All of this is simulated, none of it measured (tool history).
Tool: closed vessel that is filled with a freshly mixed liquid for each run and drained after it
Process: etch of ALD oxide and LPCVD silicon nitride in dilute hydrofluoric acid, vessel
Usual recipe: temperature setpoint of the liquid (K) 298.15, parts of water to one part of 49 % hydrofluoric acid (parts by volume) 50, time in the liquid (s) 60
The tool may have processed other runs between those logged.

run	hour	temperature setpoint of the liquid (K)	parts of water to one part of 49 % hydrofluoric acid (parts by volume)	time in the liquid (s)	wafers since the last listed run	hours since the thermometer was replaced	hours since the hydrofluoric acid flow meter was replaced	hours since the gauge calibration	read-back film thickness of the ALD oxide reference wafer, read on the same gauge (nm)	read-back film thickness of the LPCVD silicon nitride reference wafer, read on the same gauge (nm)	thickness taken off the ALD oxide on a monitor wafer (nm)	thickness taken off the LPCVD silicon nitride on a monitor wafer (nm)
1	0.0	298.15	50	60	0	1546.4	1651.7	560.9	70.01	139.982	27.30	0.457
2	77.4	298.15	50	60	8693	1623.8	1729.1	638.3	70.01	140.010	26.82	0.464
3	162.0	298.15	50	60	9501	1708.4	1813.7	722.9	70.02	140.024	26.83	0.485
4	208.0	298.15	50	60	5166	1754.4	1859.7	768.9	70.00	140.007	26.69	0.444
5	267.5	298.15	50	60	6682	1813.9	1919.2	828.4	70.01	140.004	26.75	0.456
6	361.3	298.15	50	60	10535	1907.7	2013.0	922.2	69.99	140.014	26.60	0.475
7	414.5	298.15	50	60	5975	1960.9	2066.2	975.4	69.98	140.005	26.23	0.439
8	462.7	298.15	50	60	5413	2009.1	2114.4	1023.6	69.99	140.004	26.32	0.384
# hour 467.2: thermometer replaced
# hour 485.2: hydrofluoric acid flow meter replaced
9	506.6	298.15	50	60	4706	39.4	21.4	1067.5	70.01	139.996	30.61	0.476
10	552.8	299.65	30	35	5188	85.6	67.6	1113.7	70.00	139.992	32.14	0.523
11	659.1	298.15	70	60	11939	191.9	173.9	1220.0	70.02	139.984	21.00	0.368
# hour 665.4: gauge calibrated
12	712.1	298.15	50	60	5952	244.9	226.9	46.7	69.99	139.995	29.93	0.519
13	807.6	302.15	50	80	10726	340.4	322.4	142.2	69.98	140.012	46.34	0.873
14	906.9	301.65	65	80	11152	439.7	421.7	241.5	69.97	140.012	34.52	0.666
15	986.0	298.15	50	60	8884	518.8	500.8	320.6	70.00	140.006	29.64	0.438
16	1068.6	298.15	65	60	9277	601.4	583.4	403.2	70.00	139.981	22.16	0.392
17	1135.5	301.15	50	60	7513	668.3	650.3	470.1	70.00	140.002	33.22	0.593
18	1210.3	298.15	50	60	8401	743.1	725.1	544.9	70.02	140.001	29.32	0.512
19	1288.5	298.15	50	60	8783	821.3	803.3	623.1	69.98	140.019	29.17	0.498

5 ways to go on from here, each from the tool as it stands after run 19. What would each give?
A	1289.2	293.15	50	60	78	822.0	804.0	623.8	?	?	?	?
B	1289.2	298.15	25	60	78	822.0	804.0	623.8	?	?	?	?
C	1289.2	293.65	65	90	78	822.0	804.0	623.8	?	?	?	?
D	1289.2	295.65	60	45	78	822.0	804.0	623.8	?	?	?	?
E	1289.2	296.65	30	70	78	822.0	804.0	623.8	?	?	?	?

run	read-back film thickness of the ALD oxide reference wafer, read on the same gauge (nm)	read-back film thickness of the LPCVD silicon nitride reference wafer, read on the same gauge (nm)	thickness taken off the ALD oxide on a monitor wafer (nm)	thickness taken off the LPCVD silicon nitride on a monitor wafer (nm)
A	69.97	139.997	23.63	0.369
B	69.97	139.997	60.33	1.019
C	69.97	139.997	27.32	0.444
D	69.97	139.997	16.18	0.275
E	69.97	139.997	54.69	0.901
The same runs, with their run-to-run variation unchanged, on a tool lacking any hidden condition would have given:
run	thickness taken off the ALD oxide on a monitor wafer (nm)	thickness taken off the LPCVD silicon nitride on a monitor wafer (nm)
A	25.04	0.389
B	63.83	1.074
C	28.98	0.468
D	17.17	0.290
E	57.89	0.949
